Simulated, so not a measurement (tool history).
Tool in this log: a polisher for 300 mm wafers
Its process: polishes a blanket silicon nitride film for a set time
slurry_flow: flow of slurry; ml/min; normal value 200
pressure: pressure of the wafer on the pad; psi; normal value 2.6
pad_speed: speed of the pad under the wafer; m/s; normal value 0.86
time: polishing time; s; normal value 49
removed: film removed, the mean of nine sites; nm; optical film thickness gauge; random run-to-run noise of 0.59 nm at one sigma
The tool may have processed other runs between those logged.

| run | hour | slurry_flow | pressure | pad_speed | time | wafers since the last listed run | wafers polished on this pad | hours since the slurry nozzle was cleaned | hours since the head pressure was calibrated | incoming thickness of the incoming film, nm | removed |
|---|---|---|---|---|---|---|---|---|---|---|---|
| 1 | 0.0 | 200 | 2.6 | 0.86 | 49 | 0 | 857 | 389.0 | 437.2 | 870.8 | 63.6 |
| 2 | 14.2 | 200 | 2.6 | 0.86 | 49 | 152 | 1010 | 403.2 | 451.4 | 873.3 | 63.5 |
| 3 | 46.2 | 200 | 2.6 | 0.86 | 49 | 344 | 1354 | 435.2 | 483.4 | 874.8 | 62.8 |
|  | 66.5 | worn pad replaced by a new one |
| 4 | 79.3 | 200 | 2.6 | 0.86 | 49 | 313 | 138 | 468.3 | 516.5 | 870.0 | 63.2 |
| 5 | 96.1 | 220 | 2.6 | 0.86 | 49 | 180 | 318 | 485.1 | 533.3 | 871.4 | 63.8 |
| 6 | 110.9 | 220 | 2.6 | 0.86 | 49 | 159 | 478 | 499.9 | 548.1 | 862.3 | 63.1 |
| 7 | 143.0 | 220 | 2.6 | 0.86 | 49 | 345 | 823 | 532.0 | 580.2 | 850.9 | 63.9 |
| 8 | 155.9 | 200 | 2.6 | 0.86 | 45 | 138 | 962 | 544.9 | 593.1 | 875.0 | 57.7 |
| 9 | 188.2 | 200 | 2.6 | 0.86 | 45 | 347 | 1309 | 577.2 | 625.4 | 868.5 | 57.9 |
| 10 | 216.4 | 200 | 2.6 | 0.86 | 45 | 303 | 1613 | 605.4 | 653.6 | 860.2 | 58.8 |
|  | 223.8 | worn pad replaced by a new one |
| 11 | 243.3 | 200 | 2.6 | 0.86 | 49 | 246 | 209 | 632.3 | 680.5 | 862.6 | 64.8 |
|  | 257.2 | slurry nozzle cleaned |
| 12 | 265.6 | 200 | 2.6 | 0.86 | 49 | 229 | 438 | 8.4 | 702.8 | 872.6 | 64.0 |
|  | 275.2 | head pressure recalibrated |
| 13 | 298.5 | 200 | 2.6 | 0.86 | 49 | 332 | 771 | 41.3 | 23.3 | 875.0 | 59.7 |
| 14 | 315.6 | 200 | 2.6 | 0.86 | 49 | 183 | 955 | 58.4 | 40.4 | 845.2 | 62.5 |
| 15 | 364.2 | 200 | 2.6 | 0.86 | 59 | 522 | 1478 | 107.0 | 89.0 | 863.4 | 73.9 |
|  | 369.5 | worn pad replaced by a new one |
| 16 | 382.8 | 235 | 2.9 | 0.68 | 49 | 157 | 143 | 125.6 | 107.6 | 859.8 | 57.1 |
| 17 | 401.1 | 200 | 2.6 | 0.86 | 49 | 196 | 339 | 143.9 | 125.9 | 848.8 | 61.9 |
| 18 | 434.9 | 155 | 2.6 | 0.98 | 49 | 363 | 703 | 177.7 | 159.7 | 852.0 | 67.2 |
| 19 | 459.8 | 260 | 2.6 | 0.70 | 58 | 267 | 971 | 202.6 | 184.6 | 870.3 | 62.7 |
| 20 | 477.0 | 200 | 2.6 | 0.86 | 49 | 185 | 1156 | 219.8 | 201.8 | 870.3 | 62.2 |
|  | 493.1 | worn pad replaced by a new one |
| 21 | 502.5 | 160 | 2.2 | 0.64 | 33 | 231 | 100 | 245.3 | 227.3 | 855.5 | 27.1 |
| 22 | 537.9 | 260 | 2.6 | 0.86 | 49 | 380 | 481 | 280.7 | 262.7 | 848.9 | 64.1 |
| 23 | 558.7 | 200 | 2.6 | 0.86 | 49 | 223 | 705 | 301.5 | 283.5 | 856.0 | 62.7 |
| 24 | 583.5 | 175 | 2.6 | 0.86 | 49 | 266 | 972 | 326.3 | 308.3 | 864.9 | 60.4 |
| 25 | 607.7 | 200 | 2.6 | 0.86 | 49 | 260 | 1232 | 350.5 | 332.5 | 865.7 | 62.7 |
| 26 | 624.0 | 200 | 2.6 | 0.86 | 49 | 175 | 1408 | 366.8 | 348.8 | 850.7 | 63.4 |
|  | 632.6 | worn pad replaced by a new one |
| 27 | 643.8 | 225 | 3.2 | 0.86 | 63 | 169 | 120 | 386.6 | 368.6 | 852.0 | 100.2 |
| 28 | 675.0 | 200 | 2.6 | 0.86 | 49 | 335 | 455 | 417.8 | 399.8 | 858.5 | 61.8 |
| 29 | 704.7 | 200 | 2.0 | 1.12 | 49 | 319 | 775 | 447.5 | 429.5 | 856.7 | 59.1 |

Describe how what the log doesn't record of the tool's condition differs between the last listed run preceding each entry between runs and the first listed run following it.
Run 3 -> run 4: worn pad replaced by a new one (hour 66.5)
  deviation of the head's pressure from its setpoint, %: 3.33 -> 3.54
  measured minus no-state result, removed: +2.1 -> +2.2 nm
Run 10 -> run 11: worn pad replaced by a new one (hour 223.8)
  deviation of the head's pressure from its setpoint, %: 4.37 -> 4.54
  measured minus no-state result, removed: +2.5 -> +2.8 nm
Run 11 -> run 12: slurry nozzle cleaned (hour 257.2)
  deviation of the head's pressure from its setpoint, %: 4.54 -> 4.67
  measured minus no-state result, removed: +2.8 -> +2.9 nm
Run 12 -> run 13: head pressure recalibrated (hour 275.2)
  deviation of the head's pressure from its setpoint, %: 4.67 -> 0.269
  measured minus no-state result, removed: +2.9 -> +0.1 nm
Run 15 -> run 16: worn pad replaced by a new one (hour 369.5)
  deviation of the head's pressure from its setpoint, %: 0.669 -> 0.783
  measured minus no-state result, removed: +0.5 -> +0.4 nm
Run 20 -> run 21: worn pad replaced by a new one (hour 493.1)
  deviation of the head's pressure from its setpoint, %: 1.36 -> 1.51
  measured minus no-state result, removed: +0.8 -> +0.4 nm
Run 26 -> run 27: worn pad replaced by a new one (hour 632.6)
  deviation of the head's pressure from its setpoint, %: 2.25 -> 2.38
  measured minus no-state result, removed: +1.4 -> +2.4 nm

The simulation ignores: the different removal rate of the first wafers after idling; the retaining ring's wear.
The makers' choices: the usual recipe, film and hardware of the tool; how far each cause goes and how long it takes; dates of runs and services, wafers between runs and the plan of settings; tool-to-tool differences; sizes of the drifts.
